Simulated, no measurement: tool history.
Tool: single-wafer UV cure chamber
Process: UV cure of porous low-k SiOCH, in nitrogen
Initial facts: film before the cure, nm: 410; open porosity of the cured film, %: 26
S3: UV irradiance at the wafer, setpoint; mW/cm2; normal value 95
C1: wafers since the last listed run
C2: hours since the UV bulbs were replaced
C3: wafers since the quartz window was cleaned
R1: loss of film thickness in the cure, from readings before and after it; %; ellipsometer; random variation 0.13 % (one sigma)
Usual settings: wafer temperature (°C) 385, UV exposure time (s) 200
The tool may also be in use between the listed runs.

run 1 hour=0 | wafer_temperature_(°C)=385 UV_exposure_time_(s)=200 S3=95 | C1=0 C2=2245.3 C3=4190 | R1=11.087
-- hour=3.4 quartz window cleaned
run 2 hour=70.5 | wafer_temperature_(°C)=385 UV_exposure_time_(s)=200 S3=95 | C1=692 C2=2315.8 C3=692 | R1=11.136
run 3 hour=142.2 | wafer_temperature_(°C)=385 UV_exposure_time_(s)=200 S3=95 | C1=740 C2=2387.5 C3=1432 | R1=11.111
run 4 hour=212.1 | wafer_temperature_(°C)=385 UV_exposure_time_(s)=200 S3=95 | C1=721 C2=2457.4 C3=2154 | R1=10.963
run 5 hour=307.5 | wafer_temperature_(°C)=385 UV_exposure_time_(s)=200 S3=95 | C1=985 C2=2552.8 C3=3139 | R1=11.263
run 6 hour=350.5 | wafer_temperature_(°C)=385 UV_exposure_time_(s)=200 S3=95 | C1=444 C2=2595.8 C3=3583 | R1=10.995
-- hour=430.3 quartz window cleaned
run 7 hour=449.1 | wafer_temperature_(°C)=385 UV_exposure_time_(s)=200 S3=95 | C1=935 C2=2694.4 C3=194 | R1=11.436
-- hour=530.8 UV bulbs replaced
run 8 hour=552.3 | wafer_temperature_(°C)=385 UV_exposure_time_(s)=200 S3=95 | C1=983 C2=21.5 C3=1177 | R1=11.077
run 9 hour=632.4 | wafer_temperature_(°C)=385 UV_exposure_time_(s)=200 S3=95 | C1=827 C2=101.6 C3=2004 | R1=11.031
run 10 hour=669.8 | wafer_temperature_(°C)=385 UV_exposure_time_(s)=200 S3=95 | C1=386 C2=139 C3=2391 | R1=11.107
run 11 hour=723.5 | wafer_temperature_(°C)=373 UV_exposure_time_(s)=135 S3=76 | C1=554 C2=192.7 C3=2945 | R1=8.243
run 12 hour=771.3 | wafer_temperature_(°C)=385 UV_exposure_time_(s)=200 S3=110 | C1=493 C2=240.5 C3=3439 | R1=11.945
-- hour=867 quartz window cleaned
run 13 hour=875.6 | wafer_temperature_(°C)=385 UV_exposure_time_(s)=200 S3=95 | C1=994 C2=344.8 C3=88 | R1=11.031
run 14 hour=951.3 | wafer_temperature_(°C)=385 UV_exposure_time_(s)=200 S3=65 | C1=781 C2=420.5 C3=870 | R1=9.378
run 15 hour=1031.9 | wafer_temperature_(°C)=385 UV_exposure_time_(s)=100 S3=65 | C1=832 C2=501.1 C3=1702 | R1=6.425

What will run 16 give?
run 16 hour=1123.8 | wafer_temperature_(°C)=385 UV_exposure_time_(s)=200 S3=95 | C1=949 C2=593 C3=2651 | R1=?

R1: 11.07 %
The same run, on a tool lacking any hidden state, would have yielded R1 11.07 %.

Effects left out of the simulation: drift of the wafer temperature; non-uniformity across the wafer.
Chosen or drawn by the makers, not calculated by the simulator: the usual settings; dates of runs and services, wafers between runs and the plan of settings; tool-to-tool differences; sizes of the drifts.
